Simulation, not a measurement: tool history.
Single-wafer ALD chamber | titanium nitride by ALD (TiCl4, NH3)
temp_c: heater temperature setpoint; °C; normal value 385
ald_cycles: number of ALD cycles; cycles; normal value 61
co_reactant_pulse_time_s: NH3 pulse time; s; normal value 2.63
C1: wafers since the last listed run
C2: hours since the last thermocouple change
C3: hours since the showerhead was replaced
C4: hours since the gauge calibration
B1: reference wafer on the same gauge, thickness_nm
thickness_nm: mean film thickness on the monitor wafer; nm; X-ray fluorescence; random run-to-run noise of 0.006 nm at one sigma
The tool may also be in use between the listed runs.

{"run": 1, "hour": 0.0, "temp_c": 389, "ald_cycles": 61, "co_reactant_pulse_time_s": 3.3, "C1": 0, "C2": 1475.5, "C3": 1131.6, "C4": 1259.9, "B1": 1.287, "thickness_nm": 1.305}
{"run": 2, "hour": 35.0, "temp_c": 385, "ald_cycles": 55, "co_reactant_pulse_time_s": 2.13, "C1": 90, "C2": 1510.5, "C3": 1166.6, "C4": 1294.9, "B1": 1.286, "thickness_nm": 1.14}
{"run": 3, "hour": 75.3, "temp_c": 385, "ald_cycles": 55, "co_reactant_pulse_time_s": 2.13, "C1": 104, "C2": 1550.8, "C3": 1206.9, "C4": 1335.2, "B1": 1.287, "thickness_nm": 1.154}
{"run": 4, "hour": 127.0, "temp_c": 385, "ald_cycles": 55, "co_reactant_pulse_time_s": 2.13, "C1": 133, "C2": 1602.5, "C3": 1258.6, "C4": 1386.9, "B1": 1.287, "thickness_nm": 1.152}
{"run": 5, "hour": 182.9, "temp_c": 385, "ald_cycles": 61, "co_reactant_pulse_time_s": 3.44, "C1": 144, "C2": 1658.4, "C3": 1314.5, "C4": 1442.8, "B1": 1.288, "thickness_nm": 1.301}
{"run": 6, "hour": 224.1, "temp_c": 385, "ald_cycles": 61, "co_reactant_pulse_time_s": 3.24, "C1": 106, "C2": 1699.6, "C3": 1355.7, "C4": 1484.0, "B1": 1.286, "thickness_nm": 1.303}
{"run": 7, "hour": 288.0, "temp_c": 385, "ald_cycles": 61, "co_reactant_pulse_time_s": 3.24, "C1": 165, "C2": 1763.5, "C3": 1419.6, "C4": 1547.9, "B1": 1.291, "thickness_nm": 1.295}
{"run": 8, "hour": 355.9, "temp_c": 385, "ald_cycles": 61, "co_reactant_pulse_time_s": 2.63, "C1": 175, "C2": 1831.4, "C3": 1487.5, "C4": 1615.8, "B1": 1.288, "thickness_nm": 1.281}
{"run": 9, "hour": 425.2, "temp_c": 385, "ald_cycles": 53, "co_reactant_pulse_time_s": 2.63, "C1": 179, "C2": 1900.7, "C3": 1556.8, "C4": 1685.1, "B1": 1.289, "thickness_nm": 1.114}
{"run": 10, "hour": 483.8, "temp_c": 385, "ald_cycles": 53, "co_reactant_pulse_time_s": 2.63, "C1": 151, "C2": 1959.3, "C3": 1615.4, "C4": 1743.7, "B1": 1.291, "thickness_nm": 1.113}
{"hour": 511.2, "done": "gauge calibrated"}
{"run": 11, "hour": 553.3, "temp_c": 385, "ald_cycles": 61, "co_reactant_pulse_time_s": 2.63, "C1": 179, "C2": 2028.8, "C3": 1684.9, "C4": 42.1, "B1": 1.24, "thickness_nm": 1.229}
{"run": 12, "hour": 611.4, "temp_c": 385, "ald_cycles": 61, "co_reactant_pulse_time_s": 2.63, "C1": 150, "C2": 2086.9, "C3": 1743.0, "C4": 100.2, "B1": 1.245, "thickness_nm": 1.236}
{"run": 13, "hour": 772.3, "temp_c": 385, "ald_cycles": 61, "co_reactant_pulse_time_s": 2.63, "C1": 415, "C2": 2247.8, "C3": 1903.9, "C4": 261.1, "B1": 1.258, "thickness_nm": 1.246}
{"run": 14, "hour": 811.1, "temp_c": 385, "ald_cycles": 61, "co_reactant_pulse_time_s": 2.63, "C1": 100, "C2": 2286.6, "C3": 1942.7, "C4": 299.9, "B1": 1.262, "thickness_nm": 1.267}
{"run": 15, "hour": 880.7, "temp_c": 379, "ald_cycles": 61, "co_reactant_pulse_time_s": 2.63, "C1": 179, "C2": 2356.2, "C3": 2012.3, "C4": 369.5, "B1": 1.264, "thickness_nm": 1.244}
{"run": 16, "hour": 941.9, "temp_c": 385, "ald_cycles": 54, "co_reactant_pulse_time_s": 3.24, "C1": 158, "C2": 2417.4, "C3": 2073.5, "C4": 430.7, "B1": 1.267, "thickness_nm": 1.133}
{"run": 17, "hour": 1001.6, "temp_c": 385, "ald_cycles": 61, "co_reactant_pulse_time_s": 2.63, "C1": 154, "C2": 2477.1, "C3": 2133.2, "C4": 490.4, "B1": 1.271, "thickness_nm": 1.261}
{"hour": 1040.2, "done": "thermocouple changed; heater temperature recalibrated"}
{"run": 18, "hour": 1072.5, "temp_c": 385, "ald_cycles": 61, "co_reactant_pulse_time_s": 2.63, "C1": 162, "C2": 32.3, "C3": 2204.1, "C4": 561.3, "B1": 1.273, "thickness_nm": 1.265}
{"run": 19, "hour": 1100.3, "temp_c": 385, "ald_cycles": 55, "co_reactant_pulse_time_s": 2.13, "C1": 71, "C2": 60.1, "C3": 2231.9, "C4": 589.1, "B1": 1.274, "thickness_nm": 1.131}
{"run": 20, "hour": 1169.3, "temp_c": 385, "ald_cycles": 61, "co_reactant_pulse_time_s": 2.63, "C1": 178, "C2": 129.1, "C3": 2300.9, "C4": 658.1, "B1": 1.276, "thickness_nm": 1.267}
{"run": 21, "hour": 1214.7, "temp_c": 389, "ald_cycles": 61, "co_reactant_pulse_time_s": 3.3, "C1": 117, "C2": 174.5, "C3": 2346.3, "C4": 703.5, "B1": 1.278, "thickness_nm": 1.297}
{"run": 22, "hour": 1247.9, "temp_c": 395, "ald_cycles": 70, "co_reactant_pulse_time_s": 2.63, "C1": 85, "C2": 207.7, "C3": 2379.5, "C4": 736.7, "B1": 1.28, "thickness_nm": 1.478}
{"run": 23, "hour": 1325.9, "temp_c": 385, "ald_cycles": 61, "co_reactant_pulse_time_s": 2.63, "C1": 201, "C2": 285.7, "C3": 2457.5, "C4": 814.7, "B1": 1.282, "thickness_nm": 1.275}
{"run": 24, "hour": 1390.9, "temp_c": 376, "ald_cycles": 53, "co_reactant_pulse_time_s": 2.63, "C1": 167, "C2": 350.7, "C3": 2522.5, "C4": 879.7, "B1": 1.282, "thickness_nm": 1.101}
{"run": 25, "hour": 1440.6, "temp_c": 391, "ald_cycles": 58, "co_reactant_pulse_time_s": 2.33, "C1": 128, "C2": 400.4, "C3": 2572.2, "C4": 929.4, "B1": 1.283, "thickness_nm": 1.206}
{"run": 26, "hour": 1488.7, "temp_c": 394, "ald_cycles": 61, "co_reactant_pulse_time_s": 2.63, "C1": 124, "C2": 448.5, "C3": 2620.3, "C4": 977.5, "B1": 1.287, "thickness_nm": 1.284}
{"run": 27, "hour": 1532.3, "temp_c": 385, "ald_cycles": 61, "co_reactant_pulse_time_s": 3.43, "C1": 112, "C2": 492.1, "C3": 2663.9, "C4": 1021.1, "B1": 1.285, "thickness_nm": 1.299}
{"hour": 1546.7, "done": "showerhead replaced"}
{"run": 28, "hour": 1561.5, "temp_c": 397, "ald_cycles": 61, "co_reactant_pulse_time_s": 1.98, "C1": 54, "C2": 521.3, "C3": 14.8, "C4": 1050.3, "B1": 1.287, "thickness_nm": 1.282}
{"run": 29, "hour": 1601.9, "temp_c": 375, "ald_cycles": 49, "co_reactant_pulse_time_s": 2.01, "C1": 104, "C2": 561.7, "C3": 55.2, "C4": 1090.7, "B1": 1.288, "thickness_nm": 1.002}
{"run": 30, "hour": 1647.2, "temp_c": 376, "ald_cycles": 53, "co_reactant_pulse_time_s": 2.63, "C1": 117, "C2": 607.0, "C3": 100.5, "C4": 1136.0, "B1": 1.288, "thickness_nm": 1.108}
{"run": 31, "hour": 1686.3, "temp_c": 385, "ald_cycles": 61, "co_reactant_pulse_time_s": 2.63, "C1": 101, "C2": 646.1, "C3": 139.6, "C4": 1175.1, "B1": 1.289, "thickness_nm": 1.287}
{"run": 32, "hour": 1739.4, "temp_c": 389, "ald_cycles": 52, "co_reactant_pulse_time_s": 2.63, "C1": 137, "C2": 699.2, "C3": 192.7, "C4": 1228.2, "B1": 1.289, "thickness_nm": 1.099}
{"run": 33, "hour": 1801.8, "temp_c": 380, "ald_cycles": 61, "co_reactant_pulse_time_s": 2.17, "C1": 161, "C2": 761.6, "C3": 255.1, "C4": 1290.6, "B1": 1.29, "thickness_nm": 1.279}
{"run": 34, "hour": 1857.3, "temp_c": 385, "ald_cycles": 61, "co_reactant_pulse_time_s": 2.63, "C1": 143, "C2": 817.1, "C3": 310.6, "C4": 1346.1, "B1": 1.29, "thickness_nm": 1.294}
{"run": 35, "hour": 1914.9, "temp_c": 373, "ald_cycles": 61, "co_reactant_pulse_time_s": 2.63, "C1": 148, "C2": 874.7, "C3": 368.2, "C4": 1403.7, "B1": 1.293, "thickness_nm": 1.271}
{"run": 36, "hour": 1947.7, "temp_c": 385, "ald_cycles": 66, "co_reactant_pulse_time_s": 2.63, "C1": 84, "C2": 907.5, "C3": 401.0, "C4": 1436.5, "B1": 1.292, "thickness_nm": 1.397}
{"run": 37, "hour": 1976.5, "temp_c": 385, "ald_cycles": 61, "co_reactant_pulse_time_s": 2.96, "C1": 74, "C2": 936.3, "C3": 429.8, "C4": 1465.3, "B1": 1.294, "thickness_nm": 1.293}
{"run": 38, "hour": 2007.7, "temp_c": 394, "ald_cycles": 66, "co_reactant_pulse_time_s": 2.31, "C1": 80, "C2": 967.5, "C3": 461.0, "C4": 1496.5, "B1": 1.294, "thickness_nm": 1.407}
{"run": 39, "hour": 2055.1, "temp_c": 380, "ald_cycles": 61, "co_reactant_pulse_time_s": 2.17, "C1": 122, "C2": 1014.9, "C3": 508.4, "C4": 1543.9, "B1": 1.291, "thickness_nm": 1.267}
{"run": 40, "hour": 2088.2, "temp_c": 375, "ald_cycles": 49, "co_reactant_pulse_time_s": 3.03, "C1": 85, "C2": 1048.0, "C3": 541.5, "C4": 1577.0, "B1": 1.292, "thickness_nm": 1.042}

For some of the steps in thickness_nm from one run to the next: how much would appear even if the tool had no hidden state, given the settings, what came in and random variation, and how much remains for the hidden state plus any gauge scatter that the measured result and the result without hidden state don't share?
The tool's hidden condition here consists of: wafer temperature above the value expected at the setpoint (K); gauge reads high (%).
Run 10 -> 11: ald_cycles 53 -> 61, gauge calibrated. thickness_nm +0.116 nm: hidden state -0.042, all else +0.158.
Run 12 -> 13: no setting touched and nothing written in the log between the runs. thickness_nm +0.010 nm: hidden state +0.012, all else -0.002.
Run 22 -> 23: temp_c 395 -> 385, ald_cycles 70 -> 61. thickness_nm -0.203 nm: hidden state -0.004, all else -0.199.
Run 28 -> 29: temp_c 397 -> 375, ald_cycles 61 -> 49, co_reactant_pulse_time_s 1.98 -> 2.01. thickness_nm -0.280 nm: hidden state -0.010, all else -0.270.
Run 39 -> 40: temp_c 380 -> 375, ald_cycles 61 -> 49, co_reactant_pulse_time_s 2.17 -> 3.03. thickness_nm -0.225 nm: hidden state -0.008, all else -0.217.
